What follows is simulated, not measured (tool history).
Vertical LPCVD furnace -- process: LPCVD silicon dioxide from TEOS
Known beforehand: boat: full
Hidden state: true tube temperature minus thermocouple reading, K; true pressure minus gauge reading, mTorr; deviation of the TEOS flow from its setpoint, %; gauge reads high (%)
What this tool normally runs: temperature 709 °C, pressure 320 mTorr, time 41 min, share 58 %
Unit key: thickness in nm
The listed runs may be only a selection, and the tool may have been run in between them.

run     day  temperature  pressure  time  share  wafers since the last listed run  hours since the last temperature calibration  hours since the pressure gauge was zeroed  hours since the TEOS flow controller was replaced  hours since the gauge calibration  read-back reference wafer on the same gauge, thickness  thickness
  1       0          700       280    41     58                                 0                                        2911.9                                     4392.2                                             2462.3                                2.1                                                  347.07     283.89
  2   1.304          700       280    41     58                               398                                        2943.2                                     4423.5                                             2493.6                               33.4                                                  346.84        283
  3   2.471          700       280    41     58                               356                                        2971.2                                     4451.5                                             2521.6                               61.4                                                  347.05     282.68
  4   3.575          709       320    41     58                               337                                        2997.7                                       4478                                             2548.1                               87.9                                                  346.98     371.03
  5    4.15          709       320    41     58                               175                                        3011.5                                     4491.8                                             2561.9                              101.7                                                  346.74     370.91
  6   7.196          709       320    41     58                               931                                        3084.6                                     4564.9                                               2635                              174.8                                                  346.93     372.94
      8.688  -- thermocouples replaced and temperature profile calibrated
  7   8.708          717       320    41     58                               156                                           0.5                                     4601.2                                             2671.3                              211.1                                                  347.02     416.75
      9.925  -- TEOS flow controller replaced
  8   9.946          717       320    41     58                                72                                          30.2                                     4630.9                                                0.5                              240.8                                                   346.9     418.22
  9  10.417          709       320    41     58                               143                                          41.5                                     4642.2                                               11.8                              252.1                                                  347.08     349.72
 10    11.3          706       380  56.5     63                               270                                          62.7                                     4663.4                                                 33                              273.3                                                  347.07     509.92
     13.258  -- pressure gauge zeroed
 11  13.279          709       320    41     58                               299                                         110.2                                        0.5                                               80.5                              320.8                                                     347     350.13
 12  13.662          709       320    41     50                               117                                         119.4                                        9.7                                               89.7                                330                                                  347.07     325.08
 13  14.954          709       340    41     58                               394                                         150.4                                       40.7                                              120.7                                361                                                  347.06     361.53
 14  15.992          703       295    30     55                               317                                         175.3                                       65.6                                              145.6                              385.9                                                  347.05     209.73
       16.1  -- gauge calibrated
 15  17.217          709       320  46.5     64                               374                                         204.7                                         95                                                175                               26.8                                                  346.83     419.18
 16  18.408          709       395    41     48                               364                                         233.3                                      123.6                                              203.6                               55.4                                                  347.19     357.54
 17  19.283          713       340  54.5     51                               267                                         254.3                                      144.6                                              224.6                               76.4                                                  346.99     498.26
 18  20.242          703       320  57.5     58                               293                                         277.3                                      167.6                                              247.6                               99.4                                                  347.15     433.39

Below are 4 alternative next runs, each starting from the tool's condition after run 18. Predict each:
  A  20.4          714       320    41     58                                48                                         281.1                                      171.4                                              251.4                              103.2                                                       ?          ?
  B  20.4          702       320    56     67                                48                                         281.1                                      171.4                                              251.4                              103.2                                                       ?          ?
  C  20.4          699       250  54.5     54                                48                                         281.1                                      171.4                                              251.4                              103.2                                                       ?          ?
  D  20.4          709       365  36.5     58                                48                                         281.1                                      171.4                                              251.4                              103.2                                                       ?          ?

run  read-back reference wafer on the same gauge, thickness  thickness
  A                                                  347.28     397.16
  B                                                  347.28     443.27
  C                                                  347.28     319.31
  D                                                  347.28     337.14
With no hidden state in the tool, these same runs would have given:
run  thickness
  A     389.85
  B     434.91
  C     313.25
  D     330.87
